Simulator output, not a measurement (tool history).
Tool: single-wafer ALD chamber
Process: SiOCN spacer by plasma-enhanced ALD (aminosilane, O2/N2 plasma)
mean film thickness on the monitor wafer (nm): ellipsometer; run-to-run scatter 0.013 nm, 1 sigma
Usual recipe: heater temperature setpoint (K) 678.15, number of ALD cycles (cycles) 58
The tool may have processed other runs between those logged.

run	hour	heater temperature setpoint (K)	number of ALD cycles (cycles)	wafers since the last listed run	hours since the last thermocouple change	hours since the gauge calibration	read-back reference wafer on the same gauge, thickness_nm	mean film thickness on the monitor wafer (nm)
1	0	678.15	58	0	1049.9	332.6	4.05	3.704
2	12.4	678.15	58	42	1062.3	345	4.055	3.728
3	31.4	678.15	58	64	1081.3	364	4.053	3.723
4	65.4	678.15	58	116	1115.3	398	4.056	3.71
5	89.4	678.15	58	81	1139.3	422	4.058	3.722
6	102.6	678.15	58	45	1152.5	435.2	4.062	3.712
7	126.6	678.15	58	81	1176.5	459.2	4.065	3.724
8	146.8	678.15	58	68	1196.7	479.4	4.07	3.753
9	172.8	678.15	58	88	1222.7	505.4	4.066	3.714
10	268.5	678.15	51	326	1318.4	601.1	4.08	3.288
11	301.2	678.15	51	111	1351.1	633.8	4.08	3.275
12	335	666.15	58	115	1384.9	667.6	4.084	3.788
# hour 357.3: thermocouple changed; heater temperature recalibrated
13	357.8	666.15	58	50	0.5	690.4	4.09	3.798
14	374.3	666.15	58	56	17	706.9	4.091	3.8
15	400.7	678.15	58	90	43.4	733.3	4.096	3.761
16	435.5	678.15	58	118	78.2	768.1	4.102	3.765
17	459.4	682.15	51	81	102.1	792	4.106	3.266
18	493.6	682.15	51	116	136.3	826.2	4.11	3.262
19	523	678.15	58	100	165.7	855.6	4.111	3.781
20	553.7	678.15	58	104	196.4	886.3	4.122	3.79
21	565.9	673.15	58	41	208.6	898.5	4.121	3.825
22	584.6	678.15	58	63	227.3	917.2	4.125	3.777
23	632.7	664.15	48	164	275.4	965.3	4.135	3.157
24	651.6	664.15	50	64	294.3	984.2	4.138	3.289
25	663.6	678.15	58	40	306.3	996.2	4.14	3.825
26	675.9	678.15	58	41	318.6	1008.5	4.141	3.799
27	709.2	670.15	58	113	351.9	1041.8	4.149	3.851
28	722.2	685.15	68	44	364.9	1054.8	4.152	4.34
# hour 742.5: gauge calibrated
29	743.7	683.15	58	73	386.4	1.2	4.07	3.662
30	762.1	690.15	49	62	404.8	19.6	4.069	3.009
31	788.3	688.15	47	89	431	45.8	4.064	2.889
32	801.4	690.15	50	44	444.1	58.9	4.063	3.084
33	886.6	693.15	68	290	529.3	144.1	4.068	4.118
34	918.8	678.15	67	109	561.5	176.3	4.07	4.296
35	936.4	687.15	47	60	579.1	193.9	4.07	2.923
36	968.5	671.15	64	109	611.2	226	4.072	4.169
37	990.5	678.15	58	75	633.2	248	4.074	3.732
38	1006	684.15	64	52	648.7	263.5	4.078	4.037
39	1039.8	669.15	51	115	682.5	297.3	4.082	3.324
40	1070.3	678.15	58	104	713	327.8	4.08	3.729
41	1101	666.15	65	104	743.7	358.5	4.082	4.275

The tool's hidden state at each run:
wafer temperature above the value expected at the setpoint (K): 0 across all the runs
H1: gauge reads high (%)
run	H1
1	0.316
2	0.337
3	0.371
4	0.435
5	0.484
6	0.512
7	0.565
8	0.612
9	0.676
10	0.939
11	1.04
12	1.15
13	1.23
14	1.28
15	1.38
16	1.51
17	1.6
18	1.74
19	1.86
20	1.99
21	2.05
22	2.13
23	2.36
24	2.45
25	2.51
26	2.57
27	2.74
28	2.81
29	0.686
30	0.687
31	0.691
32	0.695
33	0.738
34	0.763
35	0.779
36	0.813
37	0.839
38	0.859
39	0.906
40	0.953
41	1.01

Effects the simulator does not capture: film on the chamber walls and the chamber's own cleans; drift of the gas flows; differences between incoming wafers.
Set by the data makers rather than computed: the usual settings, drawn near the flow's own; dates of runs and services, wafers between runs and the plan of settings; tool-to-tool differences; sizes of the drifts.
